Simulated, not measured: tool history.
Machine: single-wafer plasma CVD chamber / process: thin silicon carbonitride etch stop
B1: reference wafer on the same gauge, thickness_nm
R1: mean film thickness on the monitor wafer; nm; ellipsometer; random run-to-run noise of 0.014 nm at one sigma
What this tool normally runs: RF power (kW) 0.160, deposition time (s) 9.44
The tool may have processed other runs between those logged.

{"run": 1, "hour": 0.0, "RF power (kW)": 0.16, "deposition time (s)": 9.44, "B1": 5.932, "R1": 4.919}
{"run": 2, "hour": 10.6, "RF power (kW)": 0.145, "deposition time (s)": 10.51, "B1": 5.93, "R1": 5.302}
{"run": 3, "hour": 22.9, "RF power (kW)": 0.16, "deposition time (s)": 9.44, "B1": 5.931, "R1": 4.896}
{"run": 4, "hour": 33.4, "RF power (kW)": 0.15, "deposition time (s)": 8.01, "B1": 5.928, "R1": 4.085}
{"run": 5, "hour": 41.8, "RF power (kW)": 0.15, "deposition time (s)": 8.01, "B1": 5.927, "R1": 4.108}
{"run": 6, "hour": 52.9, "RF power (kW)": 0.16, "deposition time (s)": 9.44, "B1": 5.929, "R1": 4.89}
{"run": 7, "hour": 68.9, "RF power (kW)": 0.16, "deposition time (s)": 9.44, "B1": 5.928, "R1": 4.939}
{"run": 8, "hour": 82.1, "RF power (kW)": 0.16, "deposition time (s)": 9.44, "B1": 5.929, "R1": 4.898}
{"run": 9, "hour": 94.5, "RF power (kW)": 0.145, "deposition time (s)": 10.73, "B1": 5.932, "R1": 5.428}
{"run": 10, "hour": 110.3, "RF power (kW)": 0.145, "deposition time (s)": 10.73, "B1": 5.931, "R1": 5.438}
{"run": 11, "hour": 118.9, "RF power (kW)": 0.145, "deposition time (s)": 10.73, "B1": 5.929, "R1": 5.414}
{"run": 12, "hour": 128.0, "RF power (kW)": 0.16, "deposition time (s)": 8.33, "B1": 5.934, "R1": 4.304}
{"run": 13, "hour": 143.6, "RF power (kW)": 0.16, "deposition time (s)": 8.33, "B1": 5.928, "R1": 4.324}
{"run": 14, "hour": 158.1, "RF power (kW)": 0.16, "deposition time (s)": 9.44, "B1": 5.934, "R1": 4.9}
{"hour": 167.2, "done": "thermocouple changed; heater temperature recalibrated"}
{"run": 15, "hour": 176.1, "RF power (kW)": 0.16, "deposition time (s)": 9.44, "B1": 5.929, "R1": 4.901}
{"run": 16, "hour": 190.0, "RF power (kW)": 0.145, "deposition time (s)": 9.44, "B1": 5.928, "R1": 4.76}
{"run": 17, "hour": 203.5, "RF power (kW)": 0.145, "deposition time (s)": 9.44, "B1": 5.931, "R1": 4.76}
{"run": 18, "hour": 217.1, "RF power (kW)": 0.14, "deposition time (s)": 7.76, "B1": 5.932, "R1": 3.868}
{"run": 19, "hour": 260.8, "RF power (kW)": 0.145, "deposition time (s)": 8.3, "B1": 5.929, "R1": 4.174}
{"run": 20, "hour": 267.8, "RF power (kW)": 0.185, "deposition time (s)": 10.02, "B1": 5.927, "R1": 5.399}
{"run": 21, "hour": 282.7, "RF power (kW)": 0.16, "deposition time (s)": 9.44, "B1": 5.931, "R1": 4.895}
{"run": 22, "hour": 292.9, "RF power (kW)": 0.17, "deposition time (s)": 10.51, "B1": 5.929, "R1": 5.549}
{"run": 23, "hour": 309.2, "RF power (kW)": 0.16, "deposition time (s)": 9.44, "B1": 5.93, "R1": 4.878}
{"hour": 345.2, "done": "RF generator calibrated"}
{"run": 24, "hour": 345.7, "RF power (kW)": 0.18, "deposition time (s)": 8.38, "B1": 5.93, "R1": 4.61}
{"run": 25, "hour": 362.7, "RF power (kW)": 0.16, "deposition time (s)": 10.78, "B1": 5.932, "R1": 5.741}
{"run": 26, "hour": 373.6, "RF power (kW)": 0.18, "deposition time (s)": 7.83, "B1": 5.928, "R1": 4.295}
{"run": 27, "hour": 379.8, "RF power (kW)": 0.135, "deposition time (s)": 9.44, "B1": 5.927, "R1": 4.76}
{"run": 28, "hour": 387.6, "RF power (kW)": 0.135, "deposition time (s)": 8.24, "B1": 5.932, "R1": 4.163}
{"hour": 397.0, "done": "showerhead replaced"}
{"run": 29, "hour": 397.5, "RF power (kW)": 0.145, "deposition time (s)": 11.01, "B1": 5.933, "R1": 5.669}
{"run": 30, "hour": 406.3, "RF power (kW)": 0.185, "deposition time (s)": 10.02, "B1": 5.927, "R1": 5.553}
{"hour": 415.4, "done": "gauge calibrated"}
{"run": 31, "hour": 443.7, "RF power (kW)": 0.13, "deposition time (s)": 8.15, "B1": 5.93, "R1": 4.073}
{"run": 32, "hour": 488.5, "RF power (kW)": 0.18, "deposition time (s)": 7.83, "B1": 5.934, "R1": 4.29}
{"run": 33, "hour": 499.8, "RF power (kW)": 0.175, "deposition time (s)": 9.44, "B1": 5.929, "R1": 5.165}
{"run": 34, "hour": 510.2, "RF power (kW)": 0.18, "deposition time (s)": 9.98, "B1": 5.93, "R1": 5.461}
{"run": 35, "hour": 517.8, "RF power (kW)": 0.16, "deposition time (s)": 9.44, "B1": 5.93, "R1": 5.009}
{"run": 36, "hour": 525.1, "RF power (kW)": 0.19, "deposition time (s)": 7.67, "B1": 5.928, "R1": 4.261}

Same runs, no hidden state in the tool, same run-to-run variation:
Unlogged tool condition in this case: wafer temperature above the value expected at the setpoint (K); delivered RF power above the setpoint (%); gauge reads high (%).
run=1 R1=5.012
run=2 R1=5.403
run=3 R1=4.991
run=4 R1=4.165
run=5 R1=4.190
run=6 R1=4.989
run=7 R1=5.041
run=8 R1=5.001
run=9 R1=5.543
run=10 R1=5.556
run=11 R1=5.533
run=12 R1=4.400
run=13 R1=4.422
run=14 R1=5.013
run=15 R1=5.016
run=16 R1=4.873
run=17 R1=4.876
run=18 R1=3.963
run=19 R1=4.282
run=20 R1=5.540
run=21 R1=5.025
run=22 R1=5.698
run=23 R1=5.011
run=24 R1=4.611
run=25 R1=5.744
run=26 R1=4.299
run=27 R1=4.765
run=28 R1=4.168
run=29 R1=5.677
run=30 R1=5.563
run=31 R1=4.084
run=32 R1=4.306
run=33 R1=5.186
run=34 R1=5.484
run=35 R1=5.031
run=36 R1=4.281
